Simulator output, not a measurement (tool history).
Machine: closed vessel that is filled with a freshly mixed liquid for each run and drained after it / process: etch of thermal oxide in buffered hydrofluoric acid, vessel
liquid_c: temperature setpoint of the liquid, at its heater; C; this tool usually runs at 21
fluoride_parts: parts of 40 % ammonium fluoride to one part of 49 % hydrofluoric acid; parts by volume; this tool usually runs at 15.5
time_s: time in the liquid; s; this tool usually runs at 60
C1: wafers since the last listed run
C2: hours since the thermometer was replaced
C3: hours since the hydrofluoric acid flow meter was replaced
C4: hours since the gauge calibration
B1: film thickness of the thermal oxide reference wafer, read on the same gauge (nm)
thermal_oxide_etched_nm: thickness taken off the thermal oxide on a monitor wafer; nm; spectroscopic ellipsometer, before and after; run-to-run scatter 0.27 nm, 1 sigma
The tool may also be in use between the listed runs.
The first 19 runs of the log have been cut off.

{"hour": 1268.4, "done": "thermometer replaced"}
{"run": 20, "hour": 1303.4, "liquid_c": 19, "fluoride_parts": 15.5, "time_s": 80, "C1": 4193, "C2": 35, "C3": 611.8, "C4": 562.1, "B1": 110.01, "thermal_oxide_etched_nm": 47.66}
{"run": 21, "hour": 1340.6, "liquid_c": 25, "fluoride_parts": 10.5, "time_s": 60, "C1": 3318, "C2": 72.2, "C3": 649, "C4": 599.3, "B1": 110.04, "thermal_oxide_etched_nm": 71.2}
{"run": 22, "hour": 1400.8, "liquid_c": 23.5, "fluoride_parts": 15.5, "time_s": 30, "C1": 5370, "C2": 132.4, "C3": 709.2, "C4": 659.5, "B1": 110.01, "thermal_oxide_etched_nm": 22.33}
{"run": 23, "hour": 1426.3, "liquid_c": 21, "fluoride_parts": 15.5, "time_s": 60, "C1": 2275, "C2": 157.9, "C3": 734.7, "C4": 685, "B1": 110.01, "thermal_oxide_etched_nm": 39.32}
{"run": 24, "hour": 1478.3, "liquid_c": 24, "fluoride_parts": 15.5, "time_s": 45, "C1": 4639, "C2": 209.9, "C3": 786.7, "C4": 737, "B1": 110.01, "thermal_oxide_etched_nm": 34.84}
{"run": 25, "hour": 1504.4, "liquid_c": 19, "fluoride_parts": 15.5, "time_s": 30, "C1": 2328, "C2": 236, "C3": 812.8, "C4": 763.1, "B1": 110, "thermal_oxide_etched_nm": 17.4}
{"run": 26, "hour": 1548.2, "liquid_c": 21, "fluoride_parts": 14, "time_s": 85, "C1": 3907, "C2": 279.8, "C3": 856.6, "C4": 806.9, "B1": 110, "thermal_oxide_etched_nm": 60.81}
{"run": 27, "hour": 1756.0, "liquid_c": 21, "fluoride_parts": 15.5, "time_s": 60, "C1": 18539, "C2": 487.6, "C3": 1064.4, "C4": 1014.7, "B1": 110, "thermal_oxide_etched_nm": 39.02}
{"run": 28, "hour": 1795.1, "liquid_c": 21, "fluoride_parts": 12, "time_s": 60, "C1": 3488, "C2": 526.7, "C3": 1103.5, "C4": 1053.8, "B1": 109.98, "thermal_oxide_etched_nm": 49.72}
{"hour": 1798.9, "done": "hydrofluoric acid flow meter replaced"}
{"run": 29, "hour": 1827.7, "liquid_c": 18, "fluoride_parts": 15.5, "time_s": 60, "C1": 2819, "C2": 559.3, "C3": 28.8, "C4": 1086.4, "B1": 110, "thermal_oxide_etched_nm": 34.83}
{"run": 30, "hour": 1890.9, "liquid_c": 21, "fluoride_parts": 18.5, "time_s": 60, "C1": 5638, "C2": 622.5, "C3": 92, "C4": 1149.6, "B1": 109.99, "thermal_oxide_etched_nm": 34.87}
{"run": 31, "hour": 1944.7, "liquid_c": 18.5, "fluoride_parts": 18, "time_s": 60, "C1": 4799, "C2": 676.3, "C3": 145.8, "C4": 1203.4, "B1": 109.97, "thermal_oxide_etched_nm": 30.84}
{"run": 32, "hour": 1987.3, "liquid_c": 21, "fluoride_parts": 15.5, "time_s": 60, "C1": 3800, "C2": 718.9, "C3": 188.4, "C4": 1246, "B1": 110.01, "thermal_oxide_etched_nm": 41.54}
{"run": 33, "hour": 2159.5, "liquid_c": 21, "fluoride_parts": 19.5, "time_s": 60, "C1": 15363, "C2": 891.1, "C3": 360.6, "C4": 1418.2, "B1": 110, "thermal_oxide_etched_nm": 32.96}

What if the next run were any one of these 4? Each begins from the tool's condition after run 33:
{"run": "A", "hour": 2160.2, "liquid_c": 21, "fluoride_parts": 15.5, "time_s": 60, "C1": 62, "C2": 891.8, "C3": 361.3, "C4": 1418.9, "B1": "?", "thermal_oxide_etched_nm": "?"}
{"run": "B", "hour": 2160.2, "liquid_c": 18, "fluoride_parts": 13.5, "time_s": 85, "C1": 62, "C2": 891.8, "C3": 361.3, "C4": 1418.9, "B1": "?", "thermal_oxide_etched_nm": "?"}
{"run": "C", "hour": 2160.2, "liquid_c": 18, "fluoride_parts": 15.5, "time_s": 50, "C1": 62, "C2": 891.8, "C3": 361.3, "C4": 1418.9, "B1": "?", "thermal_oxide_etched_nm": "?"}
{"run": "D", "hour": 2160.2, "liquid_c": 21, "fluoride_parts": 21.5, "time_s": 85, "C1": 62, "C2": 891.8, "C3": 361.3, "C4": 1418.9, "B1": "?", "thermal_oxide_etched_nm": "?"}

run=A B1=109.96 thermal_oxide_etched_nm=40.5
run=B B1=109.96 thermal_oxide_etched_nm=55.54
run=C B1=109.96 thermal_oxide_etched_nm=28.52
run=D B1=109.96 thermal_oxide_etched_nm=42.77
The same runs, with their run-to-run variation unchanged, on a tool lacking any hidden condition would have given:
run=A thermal_oxide_etched_nm=40.66
run=B thermal_oxide_etched_nm=55.74
run=C thermal_oxide_etched_nm=28.62
run=D thermal_oxide_etched_nm=42.62
